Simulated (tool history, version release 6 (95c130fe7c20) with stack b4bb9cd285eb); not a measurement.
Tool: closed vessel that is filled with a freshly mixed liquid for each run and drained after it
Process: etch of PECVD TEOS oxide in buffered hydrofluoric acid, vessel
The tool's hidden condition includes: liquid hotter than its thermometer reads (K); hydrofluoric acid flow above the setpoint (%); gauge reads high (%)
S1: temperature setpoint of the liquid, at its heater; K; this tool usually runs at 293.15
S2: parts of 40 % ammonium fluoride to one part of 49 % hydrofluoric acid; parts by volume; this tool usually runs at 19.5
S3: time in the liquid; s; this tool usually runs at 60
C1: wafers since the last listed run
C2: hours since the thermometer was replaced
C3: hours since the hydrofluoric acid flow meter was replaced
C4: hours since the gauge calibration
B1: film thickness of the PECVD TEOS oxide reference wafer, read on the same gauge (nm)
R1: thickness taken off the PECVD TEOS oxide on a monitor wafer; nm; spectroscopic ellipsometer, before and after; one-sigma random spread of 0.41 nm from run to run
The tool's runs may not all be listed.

{"run": 1, "day": 0.0, "S1": 293.15, "S2": 19.5, "S3": 80, "C1": 0, "C2": 287.2, "C3": 555.2, "C4": 1136.3, "B1": 65.77, "R1": 64.0}
{"run": 2, "day": 2.4, "S1": 291.15, "S2": 19.5, "S3": 60, "C1": 6935, "C2": 344.8, "C3": 612.8, "C4": 1193.9, "B1": 65.7, "R1": 43.2}
{"run": 3, "day": 3.783, "S1": 293.15, "S2": 19.5, "S3": 70, "C1": 3997, "C2": 378.0, "C3": 646.0, "C4": 1227.1, "B1": 65.68, "R1": 57.43}
{"run": 4, "day": 5.9, "S1": 293.15, "S2": 19.5, "S3": 60, "C1": 6116, "C2": 428.8, "C3": 696.8, "C4": 1277.9, "B1": 65.64, "R1": 48.07}
{"run": 5, "day": 7.058, "S1": 293.15, "S2": 19.5, "S3": 60, "C1": 3347, "C2": 456.6, "C3": 724.6, "C4": 1305.7, "B1": 65.62, "R1": 48.6}
{"run": 6, "day": 9.767, "S1": 293.15, "S2": 19.5, "S3": 60, "C1": 7826, "C2": 521.6, "C3": 789.6, "C4": 1370.7, "B1": 65.56, "R1": 48.68}
{"run": 7, "day": 10.921, "S1": 293.15, "S2": 19.5, "S3": 60, "C1": 3335, "C2": 549.3, "C3": 817.3, "C4": 1398.4, "B1": 65.55, "R1": 48.39}
{"run": 8, "day": 12.85, "S1": 293.15, "S2": 19.5, "S3": 60, "C1": 5574, "C2": 595.6, "C3": 863.6, "C4": 1444.7, "B1": 65.53, "R1": 48.05}
{"day": 13.946, "done": "thermometer replaced"}
{"run": 9, "day": 14.808, "S1": 296.15, "S2": 19.5, "S3": 60, "C1": 5538, "C2": 20.7, "C3": 910.6, "C4": 1491.7, "B1": 65.48, "R1": 56.9}
{"run": 10, "day": 17.217, "S1": 293.15, "S2": 19.5, "S3": 60, "C1": 6959, "C2": 78.5, "C3": 968.4, "C4": 1549.5, "B1": 65.46, "R1": 48.8}
{"run": 11, "day": 20.058, "S1": 293.15, "S2": 19.5, "S3": 60, "C1": 8211, "C2": 146.7, "C3": 1036.6, "C4": 1617.7, "B1": 65.43, "R1": 48.15}
{"run": 12, "day": 21.367, "S1": 293.15, "S2": 19.5, "S3": 60, "C1": 3780, "C2": 178.1, "C3": 1068.0, "C4": 1649.1, "B1": 65.41, "R1": 48.77}
{"run": 13, "day": 22.392, "S1": 293.15, "S2": 19.5, "S3": 60, "C1": 2961, "C2": 202.7, "C3": 1092.6, "C4": 1673.7, "B1": 65.43, "R1": 48.58}
{"day": 23.617, "done": "gauge calibrated"}
{"run": 14, "day": 25.142, "S1": 290.15, "S2": 19.5, "S3": 60, "C1": 7946, "C2": 268.7, "C3": 1158.6, "C4": 36.6, "B1": 69.07, "R1": 42.65}
{"run": 15, "day": 28.088, "S1": 290.15, "S2": 19.5, "S3": 60, "C1": 8512, "C2": 339.4, "C3": 1229.3, "C4": 107.3, "B1": 68.51, "R1": 42.43}
{"run": 16, "day": 29.117, "S1": 293.15, "S2": 16.5, "S3": 60, "C1": 2973, "C2": 364.1, "C3": 1254.0, "C4": 132.0, "B1": 68.34, "R1": 58.45}
{"run": 17, "day": 30.25, "S1": 290.65, "S2": 19.5, "S3": 35, "C1": 3274, "C2": 391.3, "C3": 1281.2, "C4": 159.2, "B1": 68.14, "R1": 25.71}
{"run": 18, "day": 31.362, "S1": 293.15, "S2": 19.5, "S3": 60, "C1": 3214, "C2": 418.0, "C3": 1307.9, "C4": 185.9, "B1": 67.97, "R1": 49.83}
{"run": 19, "day": 33.108, "S1": 291.65, "S2": 19.5, "S3": 35, "C1": 5044, "C2": 459.9, "C3": 1349.8, "C4": 227.8, "B1": 67.73, "R1": 26.53}
{"run": 20, "day": 35.629, "S1": 296.15, "S2": 16.0, "S3": 30, "C1": 7284, "C2": 520.4, "C3": 1410.3, "C4": 288.3, "B1": 67.38, "R1": 35.6}
{"day": 35.846, "done": "thermometer replaced"}
{"day": 37.621, "done": "hydrofluoric acid flow meter replaced"}
{"run": 21, "day": 38.075, "S1": 290.15, "S2": 15.0, "S3": 30, "C1": 6826, "C2": 53.5, "C3": 10.9, "C4": 347.0, "B1": 67.09, "R1": 26.7}
{"run": 22, "day": 40.733, "S1": 293.15, "S2": 19.5, "S3": 50, "C1": 7681, "C2": 117.3, "C3": 74.7, "C4": 410.8, "B1": 66.82, "R1": 40.71}
{"run": 23, "day": 42.342, "S1": 297.15, "S2": 13.5, "S3": 35, "C1": 4647, "C2": 155.9, "C3": 113.3, "C4": 449.4, "B1": 66.66, "R1": 50.78}
{"run": 24, "day": 44.017, "S1": 296.15, "S2": 19.5, "S3": 60, "C1": 4840, "C2": 196.1, "C3": 153.5, "C4": 489.6, "B1": 66.51, "R1": 58.22}
{"run": 25, "day": 45.079, "S1": 293.15, "S2": 19.5, "S3": 60, "C1": 3070, "C2": 221.6, "C3": 179.0, "C4": 515.1, "B1": 66.43, "R1": 48.82}
{"run": 26, "day": 47.042, "S1": 297.15, "S2": 14.5, "S3": 60, "C1": 5670, "C2": 268.7, "C3": 226.1, "C4": 562.2, "B1": 66.31, "R1": 81.33}
{"run": 27, "day": 49.8, "S1": 296.15, "S2": 13.0, "S3": 60, "C1": 7970, "C2": 334.9, "C3": 292.3, "C4": 628.4, "B1": 66.08, "R1": 86.16}
{"run": 28, "day": 51.979, "S1": 293.15, "S2": 27.0, "S3": 60, "C1": 6297, "C2": 387.2, "C3": 344.6, "C4": 680.7, "B1": 65.94, "R1": 38.55}
{"run": 29, "day": 53.217, "S1": 293.15, "S2": 19.5, "S3": 60, "C1": 3575, "C2": 416.9, "C3": 374.3, "C4": 710.4, "B1": 65.88, "R1": 48.89}
{"run": 30, "day": 55.746, "S1": 293.15, "S2": 13.5, "S3": 45, "C1": 7308, "C2": 477.6, "C3": 435.0, "C4": 771.1, "B1": 65.75, "R1": 51.81}
{"run": 31, "day": 57.654, "S1": 297.15, "S2": 22.0, "S3": 30, "C1": 5514, "C2": 523.4, "C3": 480.8, "C4": 816.9, "B1": 65.64, "R1": 27.79}
{"run": 32, "day": 60.212, "S1": 295.65, "S2": 23.0, "S3": 90, "C1": 7392, "C2": 584.8, "C3": 542.2, "C4": 878.3, "B1": 65.53, "R1": 73.15}
{"run": 33, "day": 61.35, "S1": 291.15, "S2": 19.5, "S3": 75, "C1": 3286, "C2": 612.1, "C3": 569.5, "C4": 905.6, "B1": 65.5, "R1": 53.94}
{"day": 61.392, "done": "thermometer replaced"}
{"run": 34, "day": 63.221, "S1": 293.15, "S2": 19.5, "S3": 35, "C1": 5285, "C2": 43.9, "C3": 614.4, "C4": 950.5, "B1": 65.41, "R1": 28.38}

Pick out some run-to-run changes in R1. Of each, how much would a tool without hidden state show as well, from the settings, what came in and chance, and how much is left for the hidden state and any gauge scatter not in both results compared?
Run 13 -> 14: S1 293.15 -> 290.15, gauge calibrated. R1 -5.93 nm: hidden state +2.83, all else -8.76.
Run 16 -> 17: S1 293.15 -> 290.65, S2 16.5 -> 19.5, S3 60 -> 35. R1 -32.74 nm: hidden state +0.72, all else -33.46.
Run 27 -> 28: S1 296.15 -> 293.15, S2 13.0 -> 27.0. R1 -47.61 nm: hidden state +2.73, all else -50.34.
Run 31 -> 32: S1 297.15 -> 295.65, S2 22.0 -> 23.0, S3 30 -> 90. R1 +45.36 nm: hidden state -3.14, all else +48.50.
